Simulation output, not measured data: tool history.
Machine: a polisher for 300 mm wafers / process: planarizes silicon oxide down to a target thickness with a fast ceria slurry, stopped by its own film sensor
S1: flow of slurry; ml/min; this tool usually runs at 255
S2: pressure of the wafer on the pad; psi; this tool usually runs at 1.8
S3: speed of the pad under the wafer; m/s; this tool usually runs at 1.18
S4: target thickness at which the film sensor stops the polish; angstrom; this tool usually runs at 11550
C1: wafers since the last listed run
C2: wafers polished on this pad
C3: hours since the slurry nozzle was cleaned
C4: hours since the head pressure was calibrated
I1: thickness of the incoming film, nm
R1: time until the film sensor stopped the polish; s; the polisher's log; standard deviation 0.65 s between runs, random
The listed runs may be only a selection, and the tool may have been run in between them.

{"run": 1, "hour": 0.0, "S1": 255, "S2": 1.8, "S3": 1.18, "S4": 11550, "C1": 0, "C2": 486, "C3": 576.7, "C4": 1028.0, "I1": 2095.7, "R1": 87.6}
{"run": 2, "hour": 20.3, "S1": 255, "S2": 1.3, "S3": 1.18, "S4": 11550, "C1": 178, "C2": 665, "C3": 597.0, "C4": 1048.3, "I1": 2070.9, "R1": 113.2}
{"run": 3, "hour": 55.3, "S1": 255, "S2": 1.3, "S3": 1.18, "S4": 11550, "C1": 308, "C2": 974, "C3": 632.0, "C4": 1083.3, "I1": 2032.5, "R1": 112.9}
{"run": 4, "hour": 90.6, "S1": 255, "S2": 1.3, "S3": 1.18, "S4": 11550, "C1": 311, "C2": 1285, "C3": 667.3, "C4": 1118.6, "I1": 2032.4, "R1": 116.0}
{"hour": 108.7, "done": "worn pad replaced by a new one"}
{"run": 5, "hour": 118.4, "S1": 255, "S2": 1.8, "S3": 1.18, "S4": 11550, "C1": 209, "C2": 85, "C3": 695.1, "C4": 1146.4, "I1": 2045.2, "R1": 81.7}
{"run": 6, "hour": 148.0, "S1": 255, "S2": 1.8, "S3": 1.18, "S4": 11550, "C1": 260, "C2": 346, "C3": 724.7, "C4": 1176.0, "I1": 2034.4, "R1": 82.5}
{"hour": 234.9, "done": "worn pad replaced by a new one"}
{"run": 7, "hour": 239.9, "S1": 255, "S2": 1.8, "S3": 1.18, "S4": 11550, "C1": 774, "C2": 43, "C3": 816.6, "C4": 1267.9, "I1": 2064.8, "R1": 87.2}
{"hour": 241.7, "done": "slurry nozzle cleaned"}
{"run": 8, "hour": 274.4, "S1": 255, "S2": 2.3, "S3": 1.54, "S4": 9750, "C1": 295, "C2": 339, "C3": 32.7, "C4": 1302.4, "I1": 2050.8, "R1": 64.2}
{"hour": 305.8, "done": "head pressure recalibrated"}
{"run": 9, "hour": 306.3, "S1": 340, "S2": 1.5, "S3": 1.58, "S4": 13060, "C1": 263, "C2": 602, "C3": 64.6, "C4": 0.5, "I1": 2065.9, "R1": 64.0}
{"run": 10, "hour": 327.9, "S1": 340, "S2": 1.4, "S3": 1.48, "S4": 12970, "C1": 190, "C2": 793, "C3": 86.2, "C4": 22.1, "I1": 2051.1, "R1": 71.5}
{"run": 11, "hour": 341.9, "S1": 255, "S2": 1.8, "S3": 1.18, "S4": 11550, "C1": 123, "C2": 916, "C3": 100.2, "C4": 36.1, "I1": 2034.3, "R1": 80.9}
{"run": 12, "hour": 355.6, "S1": 255, "S2": 1.8, "S3": 1.18, "S4": 11550, "C1": 120, "C2": 1037, "C3": 113.9, "C4": 49.8, "I1": 2042.4, "R1": 81.3}
{"run": 13, "hour": 373.1, "S1": 185, "S2": 1.8, "S3": 1.18, "S4": 11550, "C1": 154, "C2": 1191, "C3": 131.4, "C4": 67.3, "I1": 2053.6, "R1": 88.0}
{"hour": 395.1, "done": "worn pad replaced by a new one"}
{"run": 14, "hour": 405.9, "S1": 255, "S2": 1.8, "S3": 1.54, "S4": 13050, "C1": 253, "C2": 95, "C3": 164.2, "C4": 100.1, "I1": 2037.2, "R1": 53.7}
{"run": 15, "hour": 434.1, "S1": 255, "S2": 1.8, "S3": 1.0, "S4": 11550, "C1": 248, "C2": 344, "C3": 192.4, "C4": 128.3, "I1": 2036.7, "R1": 86.9}

Some steps in R1 between neighbouring runs. How much of each would the tool show without its hidden state too (settings, what came in, random variation), and how much is left for the hidden state, with any gauge scatter that isn't in both results?
Hidden conditions of the tool in this case: removal rate lost through wear of the pad, %; slurry flow missing at the pad, %; deviation of the head's pressure from its setpoint, %.
Run 4 -> 5: S2 1.3 -> 1.8, worn pad replaced by a new one. R1 -34.3 s: hidden state -9.6, all else -24.7.
